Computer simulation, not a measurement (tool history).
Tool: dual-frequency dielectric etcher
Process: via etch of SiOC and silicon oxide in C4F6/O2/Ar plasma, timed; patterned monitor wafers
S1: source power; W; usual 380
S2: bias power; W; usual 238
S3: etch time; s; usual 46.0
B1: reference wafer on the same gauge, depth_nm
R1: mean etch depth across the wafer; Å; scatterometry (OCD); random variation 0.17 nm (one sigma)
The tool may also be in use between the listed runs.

run,hour,S1,S2,S3,B1,R1
1,0.0,380,238,46.0,53.1,546
2,13.5,380,238,46.0,53.0,550
3,32.9,330,238,46.0,53.1,525
4,55.6,330,238,46.0,53.1,530
# hour 74.0: bias power generator calibrated
# hour 81.9: source power generator calibrated
5,90.3,330,238,46.0,53.1,529
6,122.2,380,238,46.0,53.1,546
7,144.8,380,238,46.0,53.1,552
8,175.2,380,238,49.0,53.2,588
9,195.0,380,238,39.5,53.1,472
10,222.8,430,277,54.5,53.1,729
11,238.7,470,270,55.5,53.2,756
12,259.7,380,238,37.0,53.1,446
13,286.0,290,272,38.0,53.0,454
14,304.1,380,238,46.0,53.1,554
# hour 331.3: wet clean of the chamber
15,331.8,410,277,33.0,53.1,432
16,352.4,380,238,46.0,53.2,546
# hour 353.3: gauge calibrated
# hour 387.7: upper electrode replaced
17,430.7,350,194,36.5,53.1,378
18,454.8,330,297,36.5,53.1,471
19,487.2,420,238,56.0,53.1,686
20,522.7,310,238,51.0,53.1,577
21,546.0,280,254,33.0,53.2,378
22,569.4,380,238,46.0,53.0,551
23,585.8,380,238,34.5,53.1,413
24,603.8,380,238,46.0,53.1,551
25,619.8,380,238,34.0,53.1,407
26,636.6,410,279,59.5,53.1,793
27,664.1,380,238,46.0,53.1,550
28,683.9,380,282,51.0,53.1,669
29,702.5,460,217,32.0,53.1,385

5 ways to go on from here, each from the tool as it stands after run 29. What would each give?
A,702.9,460,238,46.0,?,?
B,702.9,350,238,57.0,?,?
C,702.9,380,259,59.5,?,?
D,702.9,380,290,46.0,?,?
E,702.9,300,211,32.5,?,?

run,B1,R1
A,53.2,582
B,53.2,669
C,53.2,747
D,53.2,613
E,53.2,342
Without the tool's hidden state the same runs would have given:
run,R1
A,574
B,660
C,737
D,605
E,338

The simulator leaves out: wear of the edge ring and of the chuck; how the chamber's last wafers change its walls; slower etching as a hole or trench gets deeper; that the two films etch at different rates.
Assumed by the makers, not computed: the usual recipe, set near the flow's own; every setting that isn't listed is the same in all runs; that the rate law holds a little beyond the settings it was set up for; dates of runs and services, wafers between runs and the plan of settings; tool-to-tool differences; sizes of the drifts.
